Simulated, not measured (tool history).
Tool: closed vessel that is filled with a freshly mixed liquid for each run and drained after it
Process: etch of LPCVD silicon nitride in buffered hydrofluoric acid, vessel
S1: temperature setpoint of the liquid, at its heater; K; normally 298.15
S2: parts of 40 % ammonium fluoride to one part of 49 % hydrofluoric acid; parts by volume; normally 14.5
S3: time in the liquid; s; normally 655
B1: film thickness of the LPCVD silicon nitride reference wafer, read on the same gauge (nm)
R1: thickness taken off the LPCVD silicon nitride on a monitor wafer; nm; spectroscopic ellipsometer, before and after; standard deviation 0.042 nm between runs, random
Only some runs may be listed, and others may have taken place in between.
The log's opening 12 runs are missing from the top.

{"run": 13, "hour": 284.8, "S1": 301.65, "S2": 9.0, "S3": 1010, "B1": 39.94, "R1": 19.61}
{"run": 14, "hour": 311.8, "S1": 294.15, "S2": 14.5, "S3": 655, "B1": 39.98, "R1": 5.5}
{"run": 15, "hour": 338.3, "S1": 298.15, "S2": 14.5, "S3": 655, "B1": 40.0, "R1": 6.89}
{"run": 16, "hour": 367.5, "S1": 298.15, "S2": 14.5, "S3": 970, "B1": 39.99, "R1": 10.12}
{"run": 17, "hour": 397.7, "S1": 293.15, "S2": 14.5, "S3": 655, "B1": 40.02, "R1": 5.21}
{"run": 18, "hour": 418.6, "S1": 302.65, "S2": 8.5, "S3": 1030, "B1": 39.98, "R1": 22.43}
{"run": 19, "hour": 435.7, "S1": 298.15, "S2": 17.0, "S3": 845, "B1": 39.99, "R1": 7.57}
{"run": 20, "hour": 452.2, "S1": 298.15, "S2": 14.5, "S3": 655, "B1": 40.03, "R1": 6.89}
{"run": 21, "hour": 471.8, "S1": 298.15, "S2": 10.0, "S3": 940, "B1": 40.07, "R1": 14.28}
{"run": 22, "hour": 497.0, "S1": 294.15, "S2": 14.5, "S3": 655, "B1": 40.02, "R1": 5.56}
{"hour": 511.0, "done": "thermometer replaced"}
{"run": 23, "hour": 526.3, "S1": 298.15, "S2": 16.5, "S3": 655, "B1": 40.01, "R1": 6.12}
{"run": 24, "hour": 549.0, "S1": 302.65, "S2": 18.5, "S3": 430, "B1": 40.0, "R1": 4.53}
{"hour": 556.0, "done": "hydrofluoric acid flow meter replaced"}
{"run": 25, "hour": 569.5, "S1": 298.15, "S2": 14.5, "S3": 655, "B1": 40.04, "R1": 6.86}
{"run": 26, "hour": 592.5, "S1": 300.65, "S2": 10.5, "S3": 655, "B1": 40.01, "R1": 10.82}
{"run": 27, "hour": 642.3, "S1": 298.15, "S2": 19.0, "S3": 655, "B1": 40.0, "R1": 5.27}
{"run": 28, "hour": 694.1, "S1": 295.65, "S2": 11.0, "S3": 655, "B1": 39.99, "R1": 7.81}
{"run": 29, "hour": 711.0, "S1": 298.15, "S2": 9.5, "S3": 300, "B1": 40.06, "R1": 4.73}
{"run": 30, "hour": 727.5, "S1": 298.15, "S2": 14.5, "S3": 655, "B1": 39.95, "R1": 6.78}
{"run": 31, "hour": 749.7, "S1": 293.15, "S2": 11.0, "S3": 290, "B1": 40.01, "R1": 3.05}
{"run": 32, "hour": 771.6, "S1": 298.15, "S2": 14.5, "S3": 655, "B1": 39.96, "R1": 6.81}
{"run": 33, "hour": 790.2, "S1": 296.65, "S2": 14.5, "S3": 515, "B1": 39.98, "R1": 5.05}

Alternative continuations, all from the tool just after run 33; predict every row:
{"run": "A", "hour": 791.0, "S1": 298.15, "S2": 17.5, "S3": 655, "B1": "?", "R1": "?"}
{"run": "B", "hour": 791.0, "S1": 294.65, "S2": 14.5, "S3": 1025, "B1": "?", "R1": "?"}
{"run": "C", "hour": 791.0, "S1": 298.15, "S2": 11.5, "S3": 985, "B1": "?", "R1": "?"}

run=A B1=40.02 R1=5.75
run=B B1=40.02 R1=8.94
run=C B1=40.02 R1=13.06
Take away the tool's hidden state, keep each run's random variation, and the runs would have read:
run=A R1=5.75
run=B R1=8.94
run=C R1=13.06
